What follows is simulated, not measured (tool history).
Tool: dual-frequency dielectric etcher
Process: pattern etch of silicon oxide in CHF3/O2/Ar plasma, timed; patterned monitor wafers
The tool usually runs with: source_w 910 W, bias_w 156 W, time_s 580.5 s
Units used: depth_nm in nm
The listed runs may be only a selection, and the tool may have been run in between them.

| run | hour | source_w | bias_w | time_s | wafers since the last listed run | hours since the last wet clean | hours since the last source power generator calibration | hours since the last bias power generator calibration | hours since the last upper electrode change | hours since the gauge calibration | read-back reference wafer on the same gauge, depth_nm | depth_nm |
|---|---|---|---|---|---|---|---|---|---|---|---|---|
| 1 | 0 | 910 | 156 | 580.5 | 0 | 166.7 | 5067.3 | 5002.3 | 3288.9 | 251.4 | 1440.2 | 1275.7 |
| 2 | 16.2 | 910 | 156 | 580.5 | 59 | 182.9 | 5083.5 | 5018.5 | 3305.1 | 267.6 | 1440.2 | 1275.2 |
| 3 | 28.5 | 910 | 156 | 580.5 | 44 | 195.2 | 5095.8 | 5030.8 | 3317.4 | 279.9 | 1439.6 | 1276 |
| 4 | 37.1 | 910 | 132 | 580.5 | 31 | 203.8 | 5104.4 | 5039.4 | 3326 | 288.5 | 1440.1 | 1190.2 |
|  | 45.2 | gauge calibrated |
| 5 | 55.8 | 910 | 156 | 580.5 | 68 | 222.5 | 5123.1 | 5058.1 | 3344.7 | 10.6 | 1440.5 | 1272.8 |
| 6 | 64.1 | 910 | 156 | 580.5 | 30 | 230.8 | 5131.4 | 5066.4 | 3353 | 18.9 | 1441.2 | 1274.9 |
| 7 | 75.6 | 910 | 156 | 580.5 | 42 | 242.3 | 5142.9 | 5077.9 | 3364.5 | 30.4 | 1441.1 | 1273.4 |
|  | 109.4 | upper electrode replaced |
| 8 | 109.9 | 910 | 156 | 580.5 | 37 | 276.6 | 5177.2 | 5112.2 | 0.5 | 64.7 | 1439.9 | 1275.1 |
| 9 | 110.4 | 910 | 156 | 580.5 | 1 | 277.1 | 5177.7 | 5112.7 | 1 | 65.2 | 1440.6 | 1274.5 |
| 10 | 117.2 | 910 | 156 | 580.5 | 24 | 283.9 | 5184.5 | 5119.5 | 7.8 | 72 | 1439.8 | 1274 |
| 11 | 132 | 910 | 156 | 580.5 | 54 | 298.7 | 5199.3 | 5134.3 | 22.6 | 86.8 | 1440.6 | 1271.3 |
| 12 | 138.7 | 910 | 156 | 490 | 24 | 305.4 | 5206 | 5141 | 29.3 | 93.5 | 1441.3 | 1073.1 |
| 13 | 153.6 | 1010 | 194 | 445.5 | 54 | 320.3 | 5220.9 | 5155.9 | 44.2 | 108.4 | 1440.5 | 1095 |
|  | 161 | source power generator calibrated |
| 14 | 170.4 | 810 | 138 | 746.5 | 46 | 337.1 | 9.4 | 5172.7 | 61 | 125.2 | 1439 | 1507.9 |

What does the tool deliver on the next run?
| 15 | 181.5 | 910 | 138 | 407 | 40 | 348.2 | 20.5 | 5183.8 | 72.1 | 136.3 | ? | ? |

read-back reference wafer on the same gauge, depth_nm: 1440.1
depth_nm: 848 nm
With no hidden state in the tool, this same run would have given depth_nm 853.2 nm.
